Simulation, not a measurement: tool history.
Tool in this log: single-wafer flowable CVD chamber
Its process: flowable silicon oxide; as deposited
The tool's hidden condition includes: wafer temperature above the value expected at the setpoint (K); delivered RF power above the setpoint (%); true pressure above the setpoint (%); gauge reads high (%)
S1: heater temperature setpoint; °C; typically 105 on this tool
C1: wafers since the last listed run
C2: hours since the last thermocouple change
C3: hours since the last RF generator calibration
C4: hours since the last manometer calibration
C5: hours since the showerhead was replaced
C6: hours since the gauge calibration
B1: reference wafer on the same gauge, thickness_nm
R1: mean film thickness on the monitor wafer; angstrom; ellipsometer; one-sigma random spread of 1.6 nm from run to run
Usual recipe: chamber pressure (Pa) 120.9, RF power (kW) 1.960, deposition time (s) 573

{"run": 1, "day": 0.0, "S1": 105, "chamber pressure (Pa)": 120.9, "RF power (kW)": 1.96, "deposition time (s)": 573, "C1": 0, "C2": 0.5, "C3": 1265.1, "C4": 2837.6, "C5": 4313.5, "C6": 521.3, "B1": 422.366, "R1": 3782.34}
{"day": 0.221, "done": "gauge calibrated"}
{"run": 2, "day": 0.262, "S1": 105, "chamber pressure (Pa)": 120.9, "RF power (kW)": 1.96, "deposition time (s)": 573, "C1": 14, "C2": 6.8, "C3": 1271.4, "C4": 2843.9, "C5": 4319.8, "C6": 1.0, "B1": 422.111, "R1": 3737.69}
{"run": 3, "day": 0.867, "S1": 105, "chamber pressure (Pa)": 120.9, "RF power (kW)": 1.96, "deposition time (s)": 573, "C1": 32, "C2": 21.3, "C3": 1285.9, "C4": 2858.4, "C5": 4334.3, "C6": 15.5, "B1": 422.459, "R1": 3707.22}
{"run": 4, "day": 1.562, "S1": 105, "chamber pressure (Pa)": 120.9, "RF power (kW)": 1.96, "deposition time (s)": 573, "C1": 37, "C2": 38.0, "C3": 1302.6, "C4": 2875.1, "C5": 4351.0, "C6": 32.2, "B1": 422.555, "R1": 3731.92}
{"run": 5, "day": 1.862, "S1": 105, "chamber pressure (Pa)": 120.9, "RF power (kW)": 1.96, "deposition time (s)": 573, "C1": 16, "C2": 45.2, "C3": 1309.8, "C4": 2882.3, "C5": 4358.2, "C6": 39.4, "B1": 422.253, "R1": 3705.51}
{"run": 6, "day": 2.296, "S1": 105, "chamber pressure (Pa)": 135.6, "RF power (kW)": 1.96, "deposition time (s)": 573, "C1": 23, "C2": 55.6, "C3": 1320.2, "C4": 2892.7, "C5": 4368.6, "C6": 49.8, "B1": 421.463, "R1": 4166.24}
{"day": 2.917, "done": "RF generator calibrated"}
{"day": 3.058, "done": "showerhead replaced"}
{"day": 3.121, "done": "capacitance manometer re-zeroed and calibrated"}
{"run": 7, "day": 3.142, "S1": 105, "chamber pressure (Pa)": 140.9, "RF power (kW)": 1.96, "deposition time (s)": 599, "C1": 16, "C2": 75.9, "C3": 5.4, "C4": 0.5, "C5": 2.0, "C6": 70.1, "B1": 422.334, "R1": 4499.66}
{"run": 8, "day": 3.529, "S1": 105, "chamber pressure (Pa)": 120.9, "RF power (kW)": 1.96, "deposition time (s)": 573, "C1": 21, "C2": 85.2, "C3": 14.7, "C4": 9.8, "C5": 11.3, "C6": 79.4, "B1": 422.087, "R1": 3692.0}
{"run": 9, "day": 4.004, "S1": 105, "chamber pressure (Pa)": 120.9, "RF power (kW)": 1.96, "deposition time (s)": 573, "C1": 25, "C2": 96.6, "C3": 26.1, "C4": 21.2, "C5": 22.7, "C6": 90.8, "B1": 421.14, "R1": 3674.13}
{"run": 10, "day": 4.383, "S1": 105, "chamber pressure (Pa)": 120.9, "RF power (kW)": 1.96, "deposition time (s)": 573, "C1": 20, "C2": 105.7, "C3": 35.2, "C4": 30.3, "C5": 31.8, "C6": 99.9, "B1": 421.686, "R1": 3665.54}
{"run": 11, "day": 4.754, "S1": 105, "chamber pressure (Pa)": 134.3, "RF power (kW)": 1.96, "deposition time (s)": 573, "C1": 20, "C2": 114.6, "C3": 44.1, "C4": 39.2, "C5": 40.7, "C6": 108.8, "B1": 421.25, "R1": 4019.89}
{"run": 12, "day": 5.396, "S1": 105, "chamber pressure (Pa)": 93.3, "RF power (kW)": 1.96, "deposition time (s)": 681, "C1": 34, "C2": 130.0, "C3": 59.5, "C4": 54.6, "C5": 56.1, "C6": 124.2, "B1": 421.768, "R1": 3320.16}
{"run": 13, "day": 5.938, "S1": 94, "chamber pressure (Pa)": 120.9, "RF power (kW)": 1.96, "deposition time (s)": 573, "C1": 29, "C2": 143.0, "C3": 72.5, "C4": 67.6, "C5": 69.1, "C6": 137.2, "B1": 422.321, "R1": 5442.41}
{"run": 14, "day": 6.629, "S1": 96, "chamber pressure (Pa)": 139.5, "RF power (kW)": 1.73, "deposition time (s)": 666, "C1": 37, "C2": 159.6, "C3": 89.1, "C4": 84.2, "C5": 85.7, "C6": 153.8, "B1": 421.539, "R1": 6538.08}
{"run": 15, "day": 7.054, "S1": 116, "chamber pressure (Pa)": 120.9, "RF power (kW)": 1.96, "deposition time (s)": 646, "C1": 23, "C2": 169.8, "C3": 99.3, "C4": 94.4, "C5": 95.9, "C6": 164.0, "B1": 422.132, "R1": 2776.83}
{"run": 16, "day": 7.783, "S1": 105, "chamber pressure (Pa)": 120.9, "RF power (kW)": 1.775, "deposition time (s)": 573, "C1": 39, "C2": 187.3, "C3": 116.8, "C4": 111.9, "C5": 113.4, "C6": 181.5, "B1": 422.571, "R1": 3483.27}
{"run": 17, "day": 8.121, "S1": 105, "chamber pressure (Pa)": 120.9, "RF power (kW)": 1.96, "deposition time (s)": 573, "C1": 18, "C2": 195.4, "C3": 124.9, "C4": 120.0, "C5": 121.5, "C6": 189.6, "B1": 421.697, "R1": 3586.71}
{"run": 18, "day": 8.542, "S1": 105, "chamber pressure (Pa)": 120.9, "RF power (kW)": 1.96, "deposition time (s)": 573, "C1": 22, "C2": 205.5, "C3": 135.0, "C4": 130.1, "C5": 131.6, "C6": 199.7, "B1": 421.339, "R1": 3567.97}
{"run": 19, "day": 9.571, "S1": 118, "chamber pressure (Pa)": 120.9, "RF power (kW)": 1.96, "deposition time (s)": 573, "C1": 56, "C2": 230.2, "C3": 159.7, "C4": 154.8, "C5": 156.3, "C6": 224.4, "B1": 421.141, "R1": 2269.62}
{"run": 20, "day": 10.296, "S1": 105, "chamber pressure (Pa)": 146.4, "RF power (kW)": 2.16, "deposition time (s)": 466, "C1": 39, "C2": 247.6, "C3": 177.1, "C4": 172.2, "C5": 173.7, "C6": 241.8, "B1": 421.562, "R1": 3602.6}
{"run": 21, "day": 10.904, "S1": 105, "chamber pressure (Pa)": 120.9, "RF power (kW)": 1.96, "deposition time (s)": 573, "C1": 33, "C2": 262.2, "C3": 191.7, "C4": 186.8, "C5": 188.3, "C6": 256.4, "B1": 421.804, "R1": 3548.47}
{"run": 22, "day": 11.338, "S1": 105, "chamber pressure (Pa)": 120.9, "RF power (kW)": 2.33, "deposition time (s)": 573, "C1": 23, "C2": 272.6, "C3": 202.1, "C4": 197.2, "C5": 198.7, "C6": 266.8, "B1": 421.653, "R1": 3667.84}
{"run": 23, "day": 11.775, "S1": 105, "chamber pressure (Pa)": 120.9, "RF power (kW)": 1.625, "deposition time (s)": 485, "C1": 23, "C2": 283.1, "C3": 212.6, "C4": 207.7, "C5": 209.2, "C6": 277.3, "B1": 422.282, "R1": 2814.29}
{"run": 24, "day": 12.029, "S1": 105, "chamber pressure (Pa)": 134.3, "RF power (kW)": 1.96, "deposition time (s)": 573, "C1": 13, "C2": 289.2, "C3": 218.7, "C4": 213.8, "C5": 215.3, "C6": 283.4, "B1": 422.014, "R1": 3952.7}
{"run": 25, "day": 12.475, "S1": 105, "chamber pressure (Pa)": 120.9, "RF power (kW)": 1.96, "deposition time (s)": 573, "C1": 24, "C2": 299.9, "C3": 229.4, "C4": 224.5, "C5": 226.0, "C6": 294.1, "B1": 421.593, "R1": 3520.95}
{"run": 26, "day": 12.842, "S1": 105, "chamber pressure (Pa)": 120.9, "RF power (kW)": 2.275, "deposition time (s)": 659, "C1": 19, "C2": 308.7, "C3": 238.2, "C4": 233.3, "C5": 234.8, "C6": 302.9, "B1": 422.096, "R1": 4231.68}
{"run": 27, "day": 13.133, "S1": 93, "chamber pressure (Pa)": 132.4, "RF power (kW)": 2.11, "deposition time (s)": 471, "C1": 15, "C2": 315.7, "C3": 245.2, "C4": 240.3, "C5": 241.8, "C6": 309.9, "B1": 422.894, "R1": 5009.95}
{"run": 28, "day": 13.521, "S1": 105, "chamber pressure (Pa)": 120.9, "RF power (kW)": 2.255, "deposition time (s)": 573, "C1": 21, "C2": 325.0, "C3": 254.5, "C4": 249.6, "C5": 251.1, "C6": 319.2, "B1": 421.339, "R1": 3610.06}

What the log doesn't show, run by run:
delivered RF power above the setpoint (%): 0 on each run
true pressure above the setpoint (%): 0 on each run
gauge reads high (%): 0 on each run
H1: wafer temperature above the value expected at the setpoint (K)
run=1 H1=-0.471
run=2 H1=-0.414
run=3 H1=-0.285
run=4 H1=-0.145
run=5 H1=-0.0864
run=6 H1=-0.00461
run=7 H1=0.147
run=8 H1=0.214
run=9 H1=0.292
run=10 H1=0.353
run=11 H1=0.411
run=12 H1=0.507
run=13 H1=0.584
run=14 H1=0.679
run=15 H1=0.734
run=16 H1=0.825
run=17 H1=0.865
run=18 H1=0.914
run=19 H1=1.03
run=20 H1=1.1
run=21 H1=1.16
run=22 H1=1.2
run=23 H1=1.24
run=24 H1=1.26
run=25 H1=1.3
run=26 H1=1.33
run=27 H1=1.36
run=28 H1=1.39

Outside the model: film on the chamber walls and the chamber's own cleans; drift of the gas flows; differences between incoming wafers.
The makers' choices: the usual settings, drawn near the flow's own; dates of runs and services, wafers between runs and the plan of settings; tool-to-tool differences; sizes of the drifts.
